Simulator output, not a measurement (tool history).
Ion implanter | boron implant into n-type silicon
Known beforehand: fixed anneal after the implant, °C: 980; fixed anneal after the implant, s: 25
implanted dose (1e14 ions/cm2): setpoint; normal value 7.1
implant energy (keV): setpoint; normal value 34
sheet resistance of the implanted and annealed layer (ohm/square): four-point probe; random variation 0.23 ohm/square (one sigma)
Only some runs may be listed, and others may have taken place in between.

run	hour	implanted dose (1e14 ions/cm2)	implant energy (keV)	wafers since the last listed run	hours since the last dose calibration	hours since the extraction supply was calibrated	hours since the gauge calibration	read-back reference wafer on the same gauge, sheet resistance	sheet resistance of the implanted and annealed layer (ohm/square)
1	0	7.1	34	0	444.8	2628.6	200.3	156.98	151.58
2	39.1	7.1	34	539	483.9	2667.7	239.4	157.02	151.93
3	139.2	7.1	34	1380	584	2767.8	339.5	156.97	151.62
4	240.6	7.1	25	1398	685.4	2869.2	440.9	157.02	153.82
5	333.1	7.1	25	1276	777.9	2961.7	533.4	157.06	153.72
6	429.3	6.45	34	1327	874.1	3057.9	629.6	157.02	162.39
7	532.6	6.45	34	1425	977.4	3161.2	732.9	157	162.56
8	585.3	6.45	34	727	1030.1	3213.9	785.6	157.01	162.31
# hour 619.6: Faraday cup replaced and dose calibrated
9	627.2	7.1	29.5	467	7.6	3255.8	827.5	157.02	153.96
# hour 640: extraction supply calibrated
10	702.7	5.98	43	931	83.1	62.7	903	156.98	173.52
11	762.7	7.95	43.5	827	143.1	122.7	963	156.97	138.02
12	848.8	8.57	42.5	1187	229.2	208.8	1049.1	157.03	129.38
13	889.9	7.86	39.5	567	270.3	249.9	1090.2	157.02	139.38
14	941.9	7.1	34	717	322.3	301.9	1142.2	156.99	152.39
15	1016.6	6.17	40	1030	397	376.6	1216.9	156.99	168.79
# hour 1035.6: gauge calibrated
16	1102.8	9.1	41.5	1189	483.2	462.8	67.2	156.99	123.2
17	1146.8	7.1	34	607	527.2	506.8	111.2	156.97	151.7
18	1237.8	5.41	34	1255	618.2	597.8	202.2	157.02	188.91
19	1300.8	7.1	30.5	869	681.2	660.8	265.2	156.97	151.82

Hidden condition of the tool, last listed run before each entry between runs versus first listed run after:
In the gap between runs 8 and 9: Faraday cup replaced and dose calibrated (hour 619.6)
  deviation of the true dose from the Faraday cup's reading, %: 2.24 -> -0.13
  measured value less the no-hidden-state value, sheet resistance of the implanted and annealed layer (ohm/square): -2.94 -> +0.16
In the gap between runs 9 and 10: extraction supply calibrated (hour 640)
  deviation of the true dose from the Faraday cup's reading, %: -0.13 -> -0.115
  measured value less the no-hidden-state value, sheet resistance of the implanted and annealed layer (ohm/square): +0.16 -> +0.16
In the gap between runs 15 and 16: gauge calibrated (hour 1035.6)
  deviation of the true dose from the Faraday cup's reading, %: 0.214 -> 0.38
  measured value less the no-hidden-state value, sheet resistance of the implanted and annealed layer (ohm/square): -0.29 -> -0.38
